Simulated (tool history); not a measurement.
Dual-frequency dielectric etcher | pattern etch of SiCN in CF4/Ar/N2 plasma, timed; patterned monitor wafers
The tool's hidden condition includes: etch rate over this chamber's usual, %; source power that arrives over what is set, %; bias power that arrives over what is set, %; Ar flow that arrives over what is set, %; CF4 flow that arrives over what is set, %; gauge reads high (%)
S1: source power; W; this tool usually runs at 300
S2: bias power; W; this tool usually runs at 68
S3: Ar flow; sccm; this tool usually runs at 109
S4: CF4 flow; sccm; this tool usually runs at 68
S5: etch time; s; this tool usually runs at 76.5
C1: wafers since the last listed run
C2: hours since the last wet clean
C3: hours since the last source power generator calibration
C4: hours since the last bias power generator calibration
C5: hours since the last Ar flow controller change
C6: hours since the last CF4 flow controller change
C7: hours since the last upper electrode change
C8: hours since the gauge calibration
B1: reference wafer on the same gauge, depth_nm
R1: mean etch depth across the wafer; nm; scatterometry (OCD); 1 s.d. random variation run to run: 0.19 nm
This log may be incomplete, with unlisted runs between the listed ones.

run 1 hour=0.0 | S1=300 S2=68 S3=90 S4=68 S5=76.5 | C1=0 C2=4.8 C3=42.2 C4=473.1 C5=2015.8 C6=258.6 C7=3789.3 C8=294.1 | B1=52.02 | R1=45.93
-- hour=42.3 Ar flow controller replaced
run 2 hour=52.8 | S1=300 S2=83 S3=109 S4=68 S5=96.0 | C1=376 C2=57.6 C3=95.0 C4=525.9 C5=10.5 C6=311.4 C7=3842.1 C8=346.9 | B1=51.86 | R1=59.85
-- hour=244.1 upper electrode replaced
run 3 hour=244.6 | S1=350 S2=85 S3=118 S4=84 S5=76.5 | C1=1348 C2=249.4 C3=286.8 C4=717.7 C5=202.3 C6=503.2 C7=0.5 C8=538.7 | B1=51.46 | R1=54.66
run 4 hour=266.7 | S1=300 S2=68 S3=109 S4=68 S5=76.5 | C1=177 C2=271.5 C3=308.9 C4=739.8 C5=224.4 C6=525.3 C7=22.6 C8=560.8 | B1=51.42 | R1=45.00
run 5 hour=303.7 | S1=330 S2=53 S3=109 S4=57 S5=98.0 | C1=297 C2=308.5 C3=345.9 C4=776.8 C5=261.4 C6=562.3 C7=59.6 C8=597.8 | B1=51.39 | R1=54.13
run 6 hour=363.8 | S1=250 S2=78 S3=109 S4=63 S5=76.5 | C1=482 C2=368.6 C3=406.0 C4=836.9 C5=321.5 C6=622.4 C7=119.7 C8=657.9 | B1=51.26 | R1=41.21
run 7 hour=397.6 | S1=340 S2=68 S3=109 S4=73 S5=76.5 | C1=271 C2=402.4 C3=439.8 C4=870.7 C5=355.3 C6=656.2 C7=153.5 C8=691.7 | B1=51.24 | R1=48.84
run 8 hour=437.7 | S1=340 S2=57 S3=118 S4=68 S5=89.0 | C1=322 C2=442.5 C3=479.9 C4=910.8 C5=395.4 C6=696.3 C7=193.6 C8=731.8 | B1=51.20 | R1=53.06
run 9 hour=489.7 | S1=300 S2=68 S3=109 S4=80 S5=76.5 | C1=417 C2=494.5 C3=531.9 C4=962.8 C5=447.4 C6=748.3 C7=245.6 C8=783.8 | B1=51.09 | R1=45.91
run 10 hour=537.6 | S1=380 S2=68 S3=109 S4=68 S5=76.5 | C1=384 C2=542.4 C3=579.8 C4=1010.7 C5=495.3 C6=796.2 C7=293.5 C8=831.7 | B1=51.04 | R1=51.53
run 11 hour=563.1 | S1=360 S2=68 S3=109 S4=58 S5=99.5 | C1=204 C2=567.9 C3=605.3 C4=1036.2 C5=520.8 C6=821.7 C7=319.0 C8=857.2 | B1=51.06 | R1=62.33
-- hour=648.6 wet clean of the chamber
run 12 hour=649.1 | S1=360 S2=68 S3=109 S4=68 S5=70.0 | C1=498 C2=0.5 C3=691.3 C4=1122.2 C5=606.8 C6=907.7 C7=405.0 C8=943.2 | B1=50.94 | R1=45.48
run 13 hour=669.2 | S1=300 S2=62 S3=97 S4=68 S5=54.5 | C1=161 C2=20.6 C3=711.4 C4=1142.3 C5=626.9 C6=927.8 C7=425.1 C8=963.3 | B1=50.96 | R1=30.91
run 14 hour=737.0 | S1=300 S2=85 S3=100 S4=68 S5=76.5 | C1=544 C2=88.4 C3=779.2 C4=1210.1 C5=694.7 C6=995.6 C7=492.9 C8=1031.1 | B1=50.90 | R1=47.80
run 15 hour=779.4 | S1=250 S2=55 S3=132 S4=68 S5=76.5 | C1=340 C2=130.8 C3=821.6 C4=1252.5 C5=737.1 C6=1038.0 C7=535.3 C8=1073.5 | B1=50.87 | R1=37.35
run 16 hour=806.4 | S1=300 S2=68 S3=109 S4=68 S5=76.5 | C1=216 C2=157.8 C3=848.6 C4=1279.5 C5=764.1 C6=1065.0 C7=562.3 C8=1100.5 | B1=50.87 | R1=44.49
run 17 hour=859.5 | S1=360 S2=68 S3=109 S4=68 S5=76.5 | C1=426 C2=210.9 C3=901.7 C4=1332.6 C5=817.2 C6=1118.1 C7=615.4 C8=1153.6 | B1=50.83 | R1=49.55
run 18 hour=934.3 | S1=330 S2=78 S3=109 S4=52 S5=76.5 | C1=600 C2=285.7 C3=976.5 C4=1407.4 C5=892.0 C6=1192.9 C7=690.2 C8=1228.4 | B1=50.76 | R1=45.54
run 19 hour=979.5 | S1=300 S2=61 S3=94 S4=68 S5=76.5 | C1=363 C2=330.9 C3=1021.7 C4=1452.6 C5=937.2 C6=1238.1 C7=735.4 C8=1273.6 | B1=50.71 | R1=43.63
run 20 hour=1024.5 | S1=300 S2=78 S3=109 S4=79 S5=76.5 | C1=361 C2=375.9 C3=1066.7 C4=1497.6 C5=982.2 C6=1283.1 C7=780.4 C8=1318.6 | B1=50.70 | R1=47.49
run 21 hour=1081.2 | S1=300 S2=68 S3=109 S4=68 S5=76.5 | C1=455 C2=432.6 C3=1123.4 C4=1554.3 C5=1038.9 C6=1339.8 C7=837.1 C8=1375.3 | B1=50.66 | R1=44.44

State the hidden condition of the tool at each of the runs:
etch rate over this chamber's usual, %: 0 across all the runs
source power that arrives over what is set, %: 0 across all the runs
bias power that arrives over what is set, %: 0 across all the runs
Ar flow that arrives over what is set, %: 0 across all the runs
CF4 flow that arrives over what is set, %: 0 across all the runs
H1: gauge reads high (%)
run=1 H1=-1.67
run=2 H1=-1.94
run=3 H1=-2.73
run=4 H1=-2.81
run=5 H1=-2.93
run=6 H1=-3.1
run=7 H1=-3.19
run=8 H1=-3.29
run=9 H1=-3.41
run=10 H1=-3.52
run=11 H1=-3.57
run=12 H1=-3.72
run=13 H1=-3.75
run=14 H1=-3.85
run=15 H1=-3.91
run=16 H1=-3.95
run=17 H1=-4.01
run=18 H1=-4.09
run=19 H1=-4.13
run=20 H1=-4.17
run=21 H1=-4.21
